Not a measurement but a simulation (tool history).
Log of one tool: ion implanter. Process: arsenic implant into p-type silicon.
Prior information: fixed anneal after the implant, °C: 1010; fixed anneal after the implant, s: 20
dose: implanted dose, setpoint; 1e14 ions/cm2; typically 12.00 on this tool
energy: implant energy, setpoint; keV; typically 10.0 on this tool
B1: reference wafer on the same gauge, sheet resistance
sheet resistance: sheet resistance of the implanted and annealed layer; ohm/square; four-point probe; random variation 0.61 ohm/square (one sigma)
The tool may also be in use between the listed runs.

Run 1, hour 0.0: usual settings; B1 150.04. Result: sheet resistance 126.19 ohm/square.
Run 2, hour 78.1: usual settings but dose 13.63 1e14 ions/cm2, energy 8.5 keV; B1 149.94. Result: sheet resistance 124.08 ohm/square.
Run 3, hour 151.7: usual settings but dose 13.63 1e14 ions/cm2, energy 8.5 keV; B1 150.15. Result: sheet resistance 124.61 ohm/square.
Run 4, hour 236.3: usual settings but dose 13.63 1e14 ions/cm2, energy 8.5 keV; B1 150.13. Result: sheet resistance 125.05 ohm/square.
Run 5, hour 332.8: usual settings but dose 10.65 1e14 ions/cm2; B1 149.94. Result: sheet resistance 134.40 ohm/square.
Run 6, hour 402.1: usual settings; B1 149.89. Result: sheet resistance 126.84 ohm/square.
Run 7, hour 484.9: usual settings but dose 11.22 1e14 ions/cm2; B1 149.86. Result: sheet resistance 131.28 ohm/square.
At hour 536.6: gauge calibrated.
Run 8, hour 578.6: usual settings but dose 11.22 1e14 ions/cm2; B1 150.21. Result: sheet resistance 131.67 ohm/square.
Run 9, hour 636.4: usual settings but dose 13.91 1e14 ions/cm2; B1 150.08. Result: sheet resistance 121.56 ohm/square.
Run 10, hour 705.7: usual settings but dose 13.91 1e14 ions/cm2; B1 149.80. Result: sheet resistance 121.81 ohm/square.
Run 11, hour 785.0: usual settings but dose 13.91 1e14 ions/cm2; B1 150.15. Result: sheet resistance 120.61 ohm/square.

Run 12 comes next. What will it give?
Run 12, hour 880.6: usual settings but dose 13.71 1e14 ions/cm2, energy 13.0 keV; B1 ?. Result: sheet resistance ?.

{"run 12": {"B1": 149.7, "sheet resistance": 116.28}}
On a tool with no hidden condition, and with the same random variation, this run would have come out at sheet resistance 116.28 ohm/square.
